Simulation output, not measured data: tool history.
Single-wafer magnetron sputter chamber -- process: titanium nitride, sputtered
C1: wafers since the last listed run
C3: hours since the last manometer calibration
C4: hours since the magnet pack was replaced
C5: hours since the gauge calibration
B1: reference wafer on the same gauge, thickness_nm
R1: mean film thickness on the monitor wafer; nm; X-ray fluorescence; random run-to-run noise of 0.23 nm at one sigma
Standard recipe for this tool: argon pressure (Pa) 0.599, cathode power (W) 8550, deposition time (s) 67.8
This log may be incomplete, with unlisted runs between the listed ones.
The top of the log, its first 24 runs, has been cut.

At hour 297.6: capacitance manometer re-zeroed and calibrated.
Run 25, hour 298.1: usual settings but argon pressure (Pa) 0.821, cathode power (W) 6600; C1 86; wafers on the sputter target 3235; C3 0.5; C4 215; C5 220.9; B1 117.965. Result: R1 71.043 nm.
Run 26, hour 304.3: usual settings; C1 92; wafers on the sputter target 3328; C3 6.7; C4 221.2; C5 227.1; B1 117.964. Result: R1 98 nm.
Run 27, hour 318.6: usual settings but argon pressure (Pa) 0.489, deposition time (s) 79.1; C1 214; wafers on the sputter target 3542; C3 21; C4 235.5; C5 241.4; B1 117.99. Result: R1 118.43 nm.
Run 28, hour 341.1: usual settings but argon pressure (Pa) 0.376; C1 336; wafers on the sputter target 3879; C3 43.5; C4 258; C5 263.9; B1 118.007. Result: R1 104.706 nm.
Run 29, hour 354.6: usual settings but argon pressure (Pa) 0.491, deposition time (s) 76.4; C1 202; wafers on the sputter target 4081; C3 57; C4 271.5; C5 277.4; B1 118.011. Result: R1 114.465 nm.
Run 30, hour 371.8: usual settings but argon pressure (Pa) 0.449, cathode power (W) 10150, deposition time (s) 60.2; C1 257; wafers on the sputter target 4339; C3 74.2; C4 288.7; C5 294.6; B1 118.002. Result: R1 108.303 nm.
Run 31, hour 382: usual settings; C1 152; wafers on the sputter target 4492; C3 84.4; C4 298.9; C5 304.8; B1 118.04. Result: R1 98.099 nm.
Run 32, hour 400: usual settings but deposition time (s) 61.7; C1 269; wafers on the sputter target 4761; C3 102.4; C4 316.9; C5 322.8; B1 117.989. Result: R1 88.892 nm.
Run 33, hour 435.3: usual settings but argon pressure (Pa) 0.396, cathode power (W) 10600, deposition time (s) 77.3; C1 528; wafers on the sputter target 5290; C3 137.7; C4 352.2; C5 358.1; B1 118.062. Result: R1 147.307 nm.
Run 34, hour 446.9: usual settings but deposition time (s) 77.1; C1 173; wafers on the sputter target 5464; C3 149.3; C4 363.8; C5 369.7; B1 118.038. Result: R1 111.425 nm.
Run 35, hour 460.9: usual settings but argon pressure (Pa) 0.432, cathode power (W) 9100; C1 209; wafers on the sputter target 5673; C3 163.3; C4 377.8; C5 383.7; B1 118.028. Result: R1 109.077 nm.
Run 36, hour 478: usual settings but argon pressure (Pa) 0.794; C1 256; wafers on the sputter target 5929; C3 180.4; C4 394.9; C5 400.8; B1 118.009. Result: R1 92.133 nm.

3 options for the next run, each taken on its own from the tool as it stands now. Forecast them:
Run A, hour 478.4: usual settings but cathode power (W) 9800; C1 5; wafers on the sputter target 5935; C3 180.8; C4 395.3; C5 401.2; B1 ?. Result: R1 ?.
Run B, hour 478.4: usual settings but argon pressure (Pa) 0.527, cathode power (W) 7950; C1 5; wafers on the sputter target 5935; C3 180.8; C4 395.3; C5 401.2; B1 ?. Result: R1 ?.
Run C, hour 478.4: usual settings but argon pressure (Pa) 0.505, cathode power (W) 7900, deposition time (s) 78.6; C1 5; wafers on the sputter target 5935; C3 180.8; C4 395.3; C5 401.2; B1 ?. Result: R1 ?.

run      B1       R1
  A  118.05  112.041
  B  118.05   92.873
  C  118.05  107.702
The same runs, with their run-to-run variation unchanged, on a tool lacking any hidden condition would have given:
run       R1
  A  115.768
  B   95.963
  C  111.285
